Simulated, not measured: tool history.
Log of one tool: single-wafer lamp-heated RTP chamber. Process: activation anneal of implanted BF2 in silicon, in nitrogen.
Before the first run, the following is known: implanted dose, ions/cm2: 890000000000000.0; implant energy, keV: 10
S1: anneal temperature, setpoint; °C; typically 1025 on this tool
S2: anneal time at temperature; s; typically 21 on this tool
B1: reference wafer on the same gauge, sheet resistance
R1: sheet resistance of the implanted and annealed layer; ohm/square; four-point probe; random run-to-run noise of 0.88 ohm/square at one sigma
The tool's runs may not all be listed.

Run 1, hour 0.0: usual settings but S2 17 s; B1 223.89. Result: R1 218.88 ohm/square.
At hour 9.8: reflector plate cleaned.
Run 2, hour 81.2: usual settings but S2 17 s; B1 224.11. Result: R1 223.93 ohm/square.
At hour 147.2: pyrometer window cleaned and pyrometer calibrated.
Run 3, hour 180.3: usual settings but S2 17 s; B1 224.12. Result: R1 223.42 ohm/square.
Run 4, hour 251.3: usual settings but S1 1032 °C; B1 224.07. Result: R1 203.02 ohm/square.
Run 5, hour 319.0: usual settings but S1 1032 °C; B1 224.10. Result: R1 203.04 ohm/square.
Run 6, hour 372.4: usual settings; B1 223.89. Result: R1 208.77 ohm/square.
Run 7, hour 434.4: usual settings; B1 224.02. Result: R1 208.22 ohm/square.
Run 8, hour 513.2: usual settings; B1 224.02. Result: R1 207.77 ohm/square.
At hour 531.8: reflector plate cleaned.
At hour 555.7: pyrometer window cleaned and pyrometer calibrated.
Run 9, hour 596.0: usual settings; B1 224.09. Result: R1 215.40 ohm/square.
Run 10, hour 643.6: usual settings; B1 223.82. Result: R1 214.97 ohm/square.
Run 11, hour 742.3: usual settings; B1 223.90. Result: R1 212.30 ohm/square.
Run 12, hour 813.0: usual settings; B1 223.84. Result: R1 211.53 ohm/square.
At hour 833.1: gauge calibrated.
Run 13, hour 855.1: usual settings but S1 1044 °C, S2 13 s; B1 224.12. Result: R1 205.36 ohm/square.
Run 14, hour 953.0: usual settings but S2 15 s; B1 223.87. Result: R1 222.17 ohm/square.
Run 15, hour 1011.0: usual settings but S2 15 s; B1 224.01. Result: R1 222.26 ohm/square.
At hour 1052.8: pyrometer window cleaned and pyrometer calibrated.
Run 16, hour 1061.5: usual settings but S2 24 s; B1 224.11. Result: R1 202.53 ohm/square.
At hour 1094.1: reflector plate cleaned.
Run 17, hour 1119.4: usual settings but S1 1036 °C, S2 12 s; B1 224.08. Result: R1 223.59 ohm/square.
Run 18, hour 1181.3: usual settings but S1 1005 °C; B1 224.05. Result: R1 246.59 ohm/square.
Run 19, hour 1277.8: usual settings but S1 1017 °C, S2 14 s; B1 224.03. Result: R1 244.69 ohm/square.
Run 20, hour 1319.3: usual settings but S1 1055 °C; B1 224.19. Result: R1 181.01 ohm/square.
Run 21, hour 1374.7: usual settings but S1 1055 °C, S2 28 s; B1 223.97. Result: R1 174.48 ohm/square.
Run 22, hour 1447.8: usual settings but S2 15 s; B1 223.95. Result: R1 226.20 ohm/square.
At hour 1502.2: pyrometer window cleaned and pyrometer calibrated.
Run 23, hour 1547.2: usual settings; B1 223.98. Result: R1 209.27 ohm/square.
Run 24, hour 1614.7: usual settings; B1 224.05. Result: R1 208.75 ohm/square.
At hour 1661.1: reflector plate cleaned.
Run 25, hour 1721.9: usual settings but S1 1004 °C, S2 17 s; B1 224.03. Result: R1 260.09 ohm/square.
Run 26, hour 1763.6: usual settings but S1 1038 °C, S2 14 s; B1 224.10. Result: R1 211.26 ohm/square.
Run 27, hour 1841.1: usual settings; B1 224.01. Result: R1 212.00 ohm/square.
At hour 1901.2: pyrometer window cleaned and pyrometer calibrated.
Run 28, hour 1946.7: usual settings but S1 1005 °C, S2 12 s; B1 223.84. Result: R1 274.57 ohm/square.
Run 29, hour 1998.5: usual settings but S1 1046 °C, S2 9 s; B1 223.97. Result: R1 214.65 ohm/square.
Run 30, hour 2071.0: usual settings but S1 1050 °C; B1 223.88. Result: R1 184.40 ohm/square.
Run 31, hour 2112.5: usual settings; B1 224.05. Result: R1 209.02 ohm/square.
Run 32, hour 2185.1: usual settings; B1 223.97. Result: R1 208.27 ohm/square.
Run 33, hour 2263.7: usual settings but S2 31 s; B1 224.05. Result: R1 193.82 ohm/square.

Pick out some run-to-run changes in R1. Of each, how much would a tool without hidden state show as well, from the settings, what came in and chance, and how much is left for the hidden state and any gauge scatter not in both results compared?
Hidden state present: true wafer temperature minus pyrometer reading, K; wafer temperature error from the tarnished reflector plate, K; gauge reads high (%).
Run 1 -> 2: reflector plate cleaned. R1 +5.05 ohm/square: hidden state +7.30, all else -2.25.
Run 8 -> 9: reflector plate cleaned, pyrometer window cleaned and pyrometer calibrated. R1 +7.63 ohm/square: hidden state +5.99, all else +1.64.
Run 16 -> 17: S1 1025 -> 1036, S2 24 -> 12, reflector plate cleaned. R1 +21.06 ohm/square: hidden state +6.07, all else +14.99.
Run 19 -> 20: S1 1017 -> 1055, S2 14 -> 21. R1 -63.68 ohm/square: hidden state +1.22, all else -64.90.
Run 27 -> 28: S1 1025 -> 1005, S2 21 -> 12, pyrometer window cleaned and pyrometer calibrated. R1 +62.57 ohm/square: hidden state -4.14, all else +66.71.
Run 28 -> 29: S1 1005 -> 1046, S2 12 -> 9. R1 -59.92 ohm/square: hidden state +1.61, all else -61.53.
